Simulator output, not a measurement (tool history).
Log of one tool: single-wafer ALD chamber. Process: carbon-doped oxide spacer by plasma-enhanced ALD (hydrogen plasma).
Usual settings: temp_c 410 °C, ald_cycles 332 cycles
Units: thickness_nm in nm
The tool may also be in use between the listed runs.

run   hour  temp_c  ald_cycles  wafers since the last listed run  hours since the last thermocouple change  hours since the gauge calibration  read-back reference wafer on the same gauge, thickness_nm  thickness_nm
  1      0     410         332                                 0                                     872.9                              237.5                                                     14.792        15.665
  2   20.2     410         332                                26                                     893.1                              257.7                                                     14.806        15.742
  3   40.8     410         332                                27                                     913.7                              278.3                                                     14.797        15.658
  4   75.4     403         332                                45                                     948.3                              312.9                                                     14.803        16.031
  5  108.4     406         332                                43                                     981.3                              345.9                                                     14.807        15.934
  6  140.1     406         332                                42                                      1013                              377.6                                                     14.796        15.847
  7  156.3     406         332                                21                                    1029.2                              393.8                                                     14.797        15.897
  8  175.2     422         332                                25                                    1048.1                              412.7                                                       14.8        14.927
  9  196.7     410         332                                28                                    1069.6                              434.2                                                     14.802        15.551
 10  231.7     410         357                                46                                    1104.6                              469.2                                                     14.796        16.704
 11  329.7     410         357                               129                                    1202.6                              567.2                                                     14.795        16.767
 12  359.4     410         357                                39                                    1232.3                              596.9                                                     14.798        16.637
 13  371.5     410         332                                16                                    1244.4                                609                                                     14.796        15.482
     374.6  -- gauge calibrated
 14  385.2     410         332                                18                                    1258.1                               10.6                                                     14.799        15.447
 15  411.5     410         332                                34                                    1284.4                               36.9                                                     14.795        15.516
 16  438.3     424         356                                35                                    1311.2                               63.7                                                     14.799        15.684
     450.6  -- thermocouple changed; heater temperature recalibrated
 17  463.9     410         332                                23                                      13.3                               89.3                                                     14.808        15.729
 18  499.9     414         310                                47                                      49.3                              125.3                                                     14.802        14.457
 19  521.2     415         272                                28                                      70.6                              146.6                                                     14.798          12.7
 20  545.2     397         305                                31                                      94.6                              170.6                                                     14.799        14.866
 21  608.6     401         281                                84                                       158                                234                                                     14.802        13.702
 22    656     410         332                                62                                     205.4                              281.4                                                     14.793        15.756
 23  673.1     418         332                                22                                     222.5                              298.5                                                     14.792        15.318
 24    696     401         281                                30                                     245.4                              321.4                                                     14.795        13.739
 25  712.1     424         373                                21                                     261.5                              337.5                                                     14.805        16.866
 26  744.8     410         281                                43                                     294.2                              370.2                                                     14.805        13.276
 27  763.8     415         308                                25                                     313.2                              389.2                                                     14.807        14.342
 28  792.3     423         393                                37                                     341.7                              417.7                                                     14.802        17.762
 29  824.2     424         305                                42                                     373.6                              449.6                                                     14.796        13.667
 30  858.8     395         314                                45                                     408.2                              484.2                                                     14.808        15.425
 31  881.6     410         332                                30                                       431                                507                                                     14.799        15.693

The same runs without the tool's hidden state, with the same run-to-run variation:
The hidden state here: wafer temperature above the value expected at the setpoint (K); gauge reads high (%).
run  thickness_nm
  1        15.742
  2        15.828
  3        15.752
  4         16.14
  5        16.058
  6        15.984
  7        16.043
  8        15.081
  9        15.715
 10        16.899
 11        17.019
 12        16.905
 13        15.738
 14         15.71
 15        15.796
 16        15.999
 17        15.748
 18        14.475
 19        12.716
 20        14.866
 21        13.718
 22        15.784
 23        15.348
 24        13.761
 25        16.905
 26        13.309
 27         14.38
 28        17.815
 29        13.713
 30        15.425
 31        15.754
